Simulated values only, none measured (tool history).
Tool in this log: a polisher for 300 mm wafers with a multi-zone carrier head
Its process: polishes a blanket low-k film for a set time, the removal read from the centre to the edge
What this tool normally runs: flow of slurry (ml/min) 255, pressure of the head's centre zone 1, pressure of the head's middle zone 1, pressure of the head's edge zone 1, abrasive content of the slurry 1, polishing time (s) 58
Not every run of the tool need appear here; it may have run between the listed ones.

run	day	flow of slurry (ml/min)	pressure of the head's centre zone	pressure of the head's middle zone	pressure of the head's edge zone	abrasive content of the slurry	polishing time (s)	wafers since the last listed run	wafers polished on this pad	hours since the slurry nozzle was cleaned	hours since the centre zone pressure was calibrated	hours since the edge zone pressure was calibrated	hours since the carrier head's membrane was replaced	incoming thickness of the incoming film, nm	film removed at the wafer's centre (nm)	film removed at mid-radius (nm)	film removed at the wafer's edge (nm)
1	0	255	1	1	1	1	58	0	1156	505.6	1038	797.6	1612.7	384	26.8	27.3	28.4
2	0.333	255	1.03	1	1	1	43	55	1211	513.6	1046	805.6	1620.7	373.5	20.6	20.7	20.9
3	0.642	255	1.03	1	1	1	43	51	1262	521	1053.4	813	1628.1	381.4	20.6	20.8	20.7
# day 0.967: worn pad replaced by a new one
4	0.996	255	1.03	1	1	1	43	31	5	529.5	1061.9	821.5	1636.6	380.5	23.2	23.5	23.4
5	1.638	255	1	1	1	1	58	106	111	544.9	1077.3	836.9	1652	381.6	29.8	30.4	30.7
6	2.167	255	1	1	1	1	58	87	198	557.6	1090	849.6	1664.7	384.1	28.9	29.7	30.6
7	2.812	255	1	1	1	1	58	106	305	573.1	1105.5	865.1	1680.2	380	28.8	28.7	29.9
# day 3.371: slurry nozzle cleaned
8	3.396	255	1	1	0.95	1	58	89	395	0.6	1119.5	879.1	1694.2	384.1	27.5	29.2	28.3
9	3.854	255	1	1	0.95	1	58	75	471	11.6	1130.5	890.1	1705.2	383.4	28.2	28.9	28
10	4.229	255	1	1	0.97	1.2	58	62	533	20.6	1139.5	899.1	1714.2	373.5	28.8	30.2	30.4
11	4.721	345	1	1	1	1	58	81	614	32.4	1151.3	910.9	1726	380.5	29	29.7	29.9
12	5.3	255	1	1	1	1	58	95	710	46.3	1165.2	924.8	1739.9	380	27.2	28.5	28.7
13	5.8	255	1.1	1	0.92	1	66	82	793	58.3	1177.2	936.8	1751.9	381.4	33.3	32.5	31.3
# day 5.975: edge zone pressure recalibrated
# day 6.367: carrier head's membrane replaced by a new one
14	6.388	255	1	1	1	1	58	48	841	72.4	1191.3	9.9	0.5	384.4	27.6	28	28.4
# day 6.488: centre zone pressure recalibrated
15	6.508	255	1	1	0.95	1	58	6	848	75.3	0.5	12.8	3.4	377	27.5	28.4	27.1
16	7.104	175	1	1.04	0.89	1	71	98	946	89.6	14.8	27.1	17.7	381.2	30.9	33.2	31
17	7.462	255	1	1	1	1	58	59	1006	98.2	23.4	35.7	26.3	374.4	26.9	28.4	28.1
# day 7.729: worn pad replaced by a new one
18	8.188	315	0.89	0.91	1	1	44	92	75	115.6	40.8	53.1	43.7	384	21.2	22.4	23.6
19	8.796	190	1	0.97	1.06	1	58	100	176	130.2	55.4	67.7	58.3	376.8	27	28	30.1
20	9.421	300	1	0.94	1	1	58	103	280	145.2	70.4	82.7	73.3	377.9	28.7	28.4	30.9
21	10.079	255	1	1	1.08	0.9	47	108	388	161	86.2	98.5	89.1	381.2	21.5	22.6	23.7

Some steps in film removed at the wafer's centre (nm) between neighbouring runs. How much of each would the tool show without its hidden state too (settings, what came in, random variation), and how much is left for the hidden state, with any gauge scatter that isn't in both results?
The tool's hidden condition here consists of: removal rate lost through wear of the pad, %; slurry flow missing at the pad, %; deviation of the centre zone's pressure from its setpoint, %; deviation of the edge zone's pressure from its setpoint, %.
Run 3 -> 4: worn pad replaced by a new one. film removed at the wafer's centre (nm) +2.6: hidden state +2.4, all else +0.2.
Run 4 -> 5: pressure of the head's centre zone 1.03 -> 1, polishing time (s) 43 -> 58. film removed at the wafer's centre (nm) +6.6: hidden state -0.9, all else +7.5.
Run 17 -> 18: flow of slurry (ml/min) 255 -> 315, pressure of the head's centre zone 1 -> 0.89, pressure of the head's middle zone 1 -> 0.91, polishing time (s) 58 -> 44, worn pad replaced by a new one. film removed at the wafer's centre (nm) -5.7: hidden state +2.7, all else -8.4.
Run 20 -> 21: flow of slurry (ml/min) 300 -> 255, pressure of the head's middle zone 0.94 -> 1, pressure of the head's edge zone 1 -> 1.08, abrasive content of the slurry 1 -> 0.9, polishing time (s) 58 -> 47. film removed at the wafer's centre (nm) -7.2: hidden state +0.2, all else -7.4.
